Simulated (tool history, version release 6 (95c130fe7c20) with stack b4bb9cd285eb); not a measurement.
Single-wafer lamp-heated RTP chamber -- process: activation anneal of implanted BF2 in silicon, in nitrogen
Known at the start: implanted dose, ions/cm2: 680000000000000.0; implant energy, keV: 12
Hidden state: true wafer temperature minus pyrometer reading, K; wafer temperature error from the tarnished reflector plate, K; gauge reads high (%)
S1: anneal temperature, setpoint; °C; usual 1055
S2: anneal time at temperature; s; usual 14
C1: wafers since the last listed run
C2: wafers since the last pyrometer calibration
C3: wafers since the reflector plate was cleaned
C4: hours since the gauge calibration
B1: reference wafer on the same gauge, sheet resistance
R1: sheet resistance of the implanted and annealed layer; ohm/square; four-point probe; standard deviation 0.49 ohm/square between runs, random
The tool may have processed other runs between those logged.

Run 1, hour 0.0: usual settings but S2 11 s; C1 0; C2 5704; C3 2042; C4 621.7; B1 151.07. Result: R1 190.49 ohm/square.
Run 2, hour 74.1: usual settings; C1 1562; C2 7266; C3 3604; C4 695.8; B1 151.10. Result: R1 184.41 ohm/square.
At hour 85.7: pyrometer window cleaned and pyrometer calibrated.
Run 3, hour 166.1: usual settings but S1 1041 °C; C1 1770; C2 1694; C3 5375; C4 787.8; B1 151.02. Result: R1 192.62 ohm/square.
At hour 208.0: reflector plate cleaned.
Run 4, hour 208.8: usual settings but S2 10 s; C1 731; C2 2425; C3 17; C4 830.5; B1 151.03. Result: R1 194.41 ohm/square.
Run 5, hour 293.5: usual settings; C1 1785; C2 4211; C3 1803; C4 915.2; B1 150.98. Result: R1 185.14 ohm/square.
Run 6, hour 372.7: usual settings; C1 1669; C2 5881; C3 3472; C4 994.4; B1 151.04. Result: R1 184.41 ohm/square.
At hour 453.5: pyrometer window cleaned and pyrometer calibrated.
Run 7, hour 454.7: usual settings but S1 1045 °C, S2 11 s; C1 1559; C2 25; C3 5032; C4 1076.4; B1 151.04. Result: R1 194.74 ohm/square.
At hour 535.3: reflector plate cleaned.
Run 8, hour 540.3: usual settings but S1 1045 °C, S2 11 s; C1 1635; C2 1661; C3 104; C4 1162.0; B1 151.10. Result: R1 200.84 ohm/square.
Run 9, hour 577.8: usual settings; C1 790; C2 2451; C3 895; C4 1199.5; B1 150.97. Result: R1 185.70 ohm/square.
Run 10, hour 663.7: usual settings; C1 1810; C2 4262; C3 2705; C4 1285.4; B1 150.91. Result: R1 184.87 ohm/square.
Run 11, hour 766.4: usual settings; C1 2164; C2 6427; C3 4870; C4 1388.1; B1 151.04. Result: R1 182.56 ohm/square.
At hour 845.6: pyrometer window cleaned and pyrometer calibrated.
Run 12, hour 852.4: usual settings but S1 1045 °C, S2 11 s; C1 1644; C2 142; C3 6515; C4 1474.1; B1 151.09. Result: R1 194.87 ohm/square.
At hour 889.6: reflector plate cleaned.
Run 13, hour 944.5: usual settings but S1 1035 °C, S2 21 s; C1 1772; C2 1915; C3 1158; C4 1566.2; B1 151.12. Result: R1 193.22 ohm/square.
Run 14, hour 985.1: usual settings but S1 1080 °C, S2 22 s; C1 855; C2 2771; C3 2014; C4 1606.8; B1 151.03. Result: R1 164.30 ohm/square.
Run 15, hour 1033.7: usual settings but S1 1066 °C, S2 9 s; C1 1024; C2 3796; C3 3038; C4 1655.4; B1 150.94. Result: R1 185.27 ohm/square.
At hour 1056.2: gauge calibrated.
Run 16, hour 1128.8: usual settings but S1 1082 °C, S2 19 s; C1 2004; C2 5800; C3 5043; C4 72.6; B1 151.08. Result: R1 164.95 ohm/square.
At hour 1157.9: pyrometer window cleaned and pyrometer calibrated.
At hour 1213.7: reflector plate cleaned.
Run 17, hour 1221.2: usual settings but S2 18 s; C1 1610; C2 1165; C3 157; C4 165.0; B1 151.11. Result: R1 181.33 ohm/square.
Run 18, hour 1283.8: usual settings but S1 1063 °C, S2 17 s; C1 1319; C2 2485; C3 1477; C4 227.6; B1 151.09. Result: R1 175.78 ohm/square.
Run 19, hour 1329.2: usual settings; C1 957; C2 3442; C3 2434; C4 273.0; B1 150.98. Result: R1 184.39 ohm/square.
Run 20, hour 1368.4: usual settings but S1 1077 °C, S2 22 s; C1 826; C2 4268; C3 3261; C4 312.2; B1 151.00. Result: R1 164.53 ohm/square.
At hour 1476.5: pyrometer window cleaned and pyrometer calibrated.
Run 21, hour 1477.0: usual settings but S1 1036 °C, S2 17 s; C1 2120; C2 9; C3 5381; C4 420.8; B1 150.97. Result: R1 191.68 ohm/square.
Run 22, hour 1536.8: usual settings; C1 1260; C2 1270; C3 6642; C4 480.6; B1 150.96. Result: R1 181.44 ohm/square.
At hour 1573.0: reflector plate cleaned.
Run 23, hour 1623.2: usual settings but S2 9 s; C1 1652; C2 2922; C3 1057; C4 567.0; B1 151.03. Result: R1 194.97 ohm/square.

A few steps of R1 between consecutive runs. Split each: what settings, incoming material and random variation would produce without the hidden state, and what is left over for the hidden state, along with gauge scatter present in only one of the two compared results (measured, and without hidden state):
Run 3 -> 4: S1 1041 -> 1055, S2 14 -> 10, reflector plate cleaned. R1 +1.79 ohm/square: hidden state +5.00, all else -3.21.
Run 12 -> 13: S1 1045 -> 1035, S2 11 -> 21, reflector plate cleaned. R1 -1.65 ohm/square: hidden state +4.57, all else -6.22.
Run 13 -> 14: S1 1035 -> 1080, S2 21 -> 22. R1 -28.92 ohm/square: hidden state +0.32, all else -29.24.
Run 20 -> 21: S1 1077 -> 1036, S2 22 -> 17, pyrometer window cleaned and pyrometer calibrated. R1 +27.15 ohm/square: hidden state -3.90, all else +31.05.
